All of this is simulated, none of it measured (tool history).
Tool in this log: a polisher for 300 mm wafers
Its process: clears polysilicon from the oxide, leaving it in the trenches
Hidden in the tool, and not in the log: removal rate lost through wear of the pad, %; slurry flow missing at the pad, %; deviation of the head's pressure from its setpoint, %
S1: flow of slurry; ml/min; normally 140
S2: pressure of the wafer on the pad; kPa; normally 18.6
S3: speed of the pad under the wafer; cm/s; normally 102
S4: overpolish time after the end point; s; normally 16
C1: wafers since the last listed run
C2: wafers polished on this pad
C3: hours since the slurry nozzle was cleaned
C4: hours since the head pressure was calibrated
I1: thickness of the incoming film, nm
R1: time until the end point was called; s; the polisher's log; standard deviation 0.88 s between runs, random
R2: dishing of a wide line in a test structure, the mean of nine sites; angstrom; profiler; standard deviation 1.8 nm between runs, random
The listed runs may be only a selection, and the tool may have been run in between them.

{"run": 1, "hour": 0.0, "S1": 140, "S2": 14.5, "S3": 102, "S4": 16, "C1": 0, "C2": 38, "C3": 478.4, "C4": 996.3, "I1": 745.1, "R1": 86.6, "R2": 685}
{"hour": 34.4, "done": "slurry nozzle cleaned"}
{"run": 2, "hour": 201.2, "S1": 140, "S2": 14.5, "S3": 102, "S4": 16, "C1": 1091, "C2": 1129, "C3": 166.8, "C4": 1197.5, "I1": 740.4, "R1": 82.2, "R2": 691}
{"hour": 223.9, "done": "worn pad replaced by a new one"}
{"run": 3, "hour": 245.9, "S1": 140, "S2": 15.9, "S3": 102, "S4": 16, "C1": 221, "C2": 120, "C3": 211.5, "C4": 1242.2, "I1": 746.3, "R1": 75.9, "R2": 694}
{"run": 4, "hour": 282.9, "S1": 140, "S2": 18.6, "S3": 102, "S4": 16, "C1": 201, "C2": 321, "C3": 248.5, "C4": 1279.2, "I1": 745.5, "R1": 63.2, "R2": 764}
{"run": 5, "hour": 343.9, "S1": 140, "S2": 18.6, "S3": 102, "S4": 23, "C1": 332, "C2": 654, "C3": 309.5, "C4": 1340.2, "I1": 732.6, "R1": 64.1, "R2": 776}
{"run": 6, "hour": 413.1, "S1": 140, "S2": 18.6, "S3": 102, "S4": 16, "C1": 377, "C2": 1031, "C3": 378.7, "C4": 1409.4, "I1": 737.8, "R1": 66.2, "R2": 759}
{"hour": 444.7, "done": "head pressure recalibrated"}
{"run": 7, "hour": 475.3, "S1": 175, "S2": 18.6, "S3": 102, "S4": 16, "C1": 328, "C2": 1360, "C3": 440.9, "C4": 30.6, "I1": 740.6, "R1": 63.3, "R2": 781}
{"hour": 494.8, "done": "worn pad replaced by a new one"}
{"run": 8, "hour": 529.0, "S1": 175, "S2": 18.6, "S3": 102, "S4": 16, "C1": 271, "C2": 186, "C3": 494.6, "C4": 84.3, "I1": 743.8, "R1": 65.8, "R2": 764}
{"hour": 537.2, "done": "slurry nozzle cleaned"}
{"run": 9, "hour": 572.7, "S1": 175, "S2": 18.6, "S3": 102, "S4": 16, "C1": 232, "C2": 419, "C3": 35.5, "C4": 128.0, "I1": 729.2, "R1": 70.8, "R2": 729}
{"run": 10, "hour": 618.0, "S1": 125, "S2": 13.1, "S3": 92, "S4": 9, "C1": 247, "C2": 666, "C3": 80.8, "C4": 173.3, "I1": 734.6, "R1": 128.0, "R2": 401}
{"run": 11, "hour": 679.5, "S1": 140, "S2": 18.6, "S3": 102, "S4": 7, "C1": 335, "C2": 1001, "C3": 142.3, "C4": 234.8, "I1": 737.9, "R1": 77.2, "R2": 474}
{"hour": 698.5, "done": "slurry nozzle cleaned, repeated, since the last time left the tool worse"}
{"hour": 718.6, "done": "worn pad replaced by a new one"}
{"run": 12, "hour": 745.0, "S1": 140, "S2": 18.6, "S3": 102, "S4": 16, "C1": 329, "C2": 143, "C3": 46.5, "C4": 300.3, "I1": 727.3, "R1": 63.9, "R2": 759}
{"run": 13, "hour": 783.2, "S1": 95, "S2": 22.1, "S3": 112, "S4": 22, "C1": 208, "C2": 352, "C3": 84.7, "C4": 338.5, "I1": 749.9, "R1": 54.8, "R2": 835}
{"run": 14, "hour": 826.3, "S1": 160, "S2": 22.1, "S3": 102, "S4": 16, "C1": 235, "C2": 587, "C3": 127.8, "C4": 381.6, "I1": 739.4, "R1": 53.9, "R2": 814}
{"run": 15, "hour": 895.5, "S1": 160, "S2": 22.1, "S3": 102, "S4": 16, "C1": 377, "C2": 964, "C3": 197.0, "C4": 450.8, "I1": 737.0, "R1": 52.4, "R2": 797}
{"hour": 955.3, "done": "worn pad replaced by a new one"}
{"run": 16, "hour": 955.8, "S1": 180, "S2": 22.8, "S3": 84, "S4": 13, "C1": 307, "C2": 2, "C3": 257.3, "C4": 511.1, "I1": 744.0, "R1": 59.9, "R2": 700}
{"run": 17, "hour": 1115.0, "S1": 100, "S2": 21.4, "S3": 76, "S4": 24, "C1": 868, "C2": 870, "C3": 416.5, "C4": 670.3, "I1": 735.4, "R1": 83.7, "R2": 777}
{"run": 18, "hour": 1157.1, "S1": 140, "S2": 18.6, "S3": 102, "S4": 16, "C1": 229, "C2": 1100, "C3": 458.6, "C4": 712.4, "I1": 755.1, "R1": 70.0, "R2": 784}
{"run": 19, "hour": 1186.8, "S1": 100, "S2": 21.4, "S3": 70, "S4": 26, "C1": 161, "C2": 1262, "C3": 488.3, "C4": 742.1, "I1": 727.7, "R1": 91.1, "R2": 745}

Below are 4 alternative next runs, each starting from the tool's condition after run 19. Predict each:
{"run": "A", "hour": 1187.2, "S1": 140, "S2": 18.6, "S3": 80, "S4": 16, "C1": 2, "C2": 1264, "C3": 488.7, "C4": 742.5, "I1": 741.4, "R1": "?", "R2": "?"}
{"run": "B", "hour": 1187.2, "S1": 140, "S2": 18.6, "S3": 74, "S4": 8, "C1": 2, "C2": 1264, "C3": 488.7, "C4": 742.5, "I1": 741.4, "R1": "?", "R2": "?"}
{"run": "C", "hour": 1187.2, "S1": 140, "S2": 13.1, "S3": 74, "S4": 16, "C1": 2, "C2": 1264, "C3": 488.7, "C4": 742.5, "I1": 741.4, "R1": "?", "R2": "?"}
{"run": "D", "hour": 1187.2, "S1": 140, "S2": 18.6, "S3": 86, "S4": 16, "C1": 2, "C2": 1264, "C3": 488.7, "C4": 742.5, "I1": 741.4, "R1": "?", "R2": "?"}

run=A R1=84.4 R2=690
run=B R1=90.7 R2=453
run=C R1=128.8 R2=561
run=D R1=78.9 R2=708
The same runs, with their run-to-run variation unchanged, on a tool lacking any hidden condition would have given:
run=A R1=79.3 R2=707
run=B R1=85.2 R2=472
run=C R1=121.1 R2=581
run=D R1=74.2 R2=724

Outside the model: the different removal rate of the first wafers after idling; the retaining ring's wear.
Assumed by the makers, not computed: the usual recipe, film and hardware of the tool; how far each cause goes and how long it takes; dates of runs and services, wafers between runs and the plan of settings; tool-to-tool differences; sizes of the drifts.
